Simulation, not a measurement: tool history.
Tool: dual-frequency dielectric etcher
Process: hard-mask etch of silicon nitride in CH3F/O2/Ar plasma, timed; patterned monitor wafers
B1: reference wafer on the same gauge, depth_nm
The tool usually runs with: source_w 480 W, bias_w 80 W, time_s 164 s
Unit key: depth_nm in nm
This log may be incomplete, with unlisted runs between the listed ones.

{"run": 1, "hour": 0.0, "source_w": 480, "bias_w": 80, "time_s": 164, "B1": 141.9, "depth_nm": 139}
{"run": 2, "hour": 31.9, "source_w": 480, "bias_w": 80, "time_s": 164, "B1": 142, "depth_nm": 138.9}
{"run": 3, "hour": 55.0, "source_w": 480, "bias_w": 80, "time_s": 164, "B1": 142, "depth_nm": 138.9}
{"run": 4, "hour": 70.2, "source_w": 480, "bias_w": 80, "time_s": 164, "B1": 141.9, "depth_nm": 139.9}
{"run": 5, "hour": 98.6, "source_w": 480, "bias_w": 80, "time_s": 200.5, "B1": 142, "depth_nm": 170.4}
{"run": 6, "hour": 115.2, "source_w": 480, "bias_w": 71, "time_s": 164, "B1": 142, "depth_nm": 135.7}
{"hour": 119.3, "done": "gauge calibrated"}
{"hour": 125.8, "done": "source power generator calibrated"}
{"hour": 155.7, "done": "upper electrode replaced"}
{"run": 7, "hour": 156.2, "source_w": 480, "bias_w": 80, "time_s": 144, "B1": 141.9, "depth_nm": 122.5}
{"hour": 160.7, "done": "bias power generator calibrated"}
{"run": 8, "hour": 161.2, "source_w": 480, "bias_w": 96, "time_s": 164, "B1": 141.9, "depth_nm": 146.7}
{"run": 9, "hour": 181.7, "source_w": 520, "bias_w": 93, "time_s": 164, "B1": 142, "depth_nm": 153.5}
{"hour": 216.6, "done": "wet clean of the chamber"}
{"run": 10, "hour": 217.1, "source_w": 600, "bias_w": 99, "time_s": 131, "B1": 141.9, "depth_nm": 131}
{"run": 11, "hour": 217.4, "source_w": 520, "bias_w": 92, "time_s": 143, "B1": 142, "depth_nm": 128.6}
{"run": 12, "hour": 242.0, "source_w": 480, "bias_w": 80, "time_s": 164, "B1": 142, "depth_nm": 136.7}
{"run": 13, "hour": 258.3, "source_w": 430, "bias_w": 80, "time_s": 204.5, "B1": 142.1, "depth_nm": 158.9}
{"hour": 260.8, "done": "gauge calibrated"}
{"run": 14, "hour": 275.6, "source_w": 370, "bias_w": 72, "time_s": 126, "B1": 142, "depth_nm": 86}
{"run": 15, "hour": 306.7, "source_w": 480, "bias_w": 80, "time_s": 204.5, "B1": 142, "depth_nm": 170.6}

What if the next run were any one of these 4? Each begins from the tool's condition after run 15:
{"run": "A", "hour": 307.2, "source_w": 570, "bias_w": 80, "time_s": 164, "B1": "?", "depth_nm": "?"}
{"run": "B", "hour": 307.2, "source_w": 590, "bias_w": 60, "time_s": 137.5, "B1": "?", "depth_nm": "?"}
{"run": "C", "hour": 307.2, "source_w": 380, "bias_w": 90, "time_s": 122.5, "B1": "?", "depth_nm": "?"}
{"run": "D", "hour": 307.2, "source_w": 380, "bias_w": 80, "time_s": 164, "B1": "?", "depth_nm": "?"}

run=A B1=141.9 depth_nm=150.9
run=B B1=141.9 depth_nm=120.5
run=C B1=141.9 depth_nm=90.4
run=D B1=141.9 depth_nm=117.3
Stripped of hidden state, with their random variation kept, the same runs would have yielded:
run=A depth_nm=150
run=B depth_nm=119.7
run=C depth_nm=89.9
run=D depth_nm=116.5

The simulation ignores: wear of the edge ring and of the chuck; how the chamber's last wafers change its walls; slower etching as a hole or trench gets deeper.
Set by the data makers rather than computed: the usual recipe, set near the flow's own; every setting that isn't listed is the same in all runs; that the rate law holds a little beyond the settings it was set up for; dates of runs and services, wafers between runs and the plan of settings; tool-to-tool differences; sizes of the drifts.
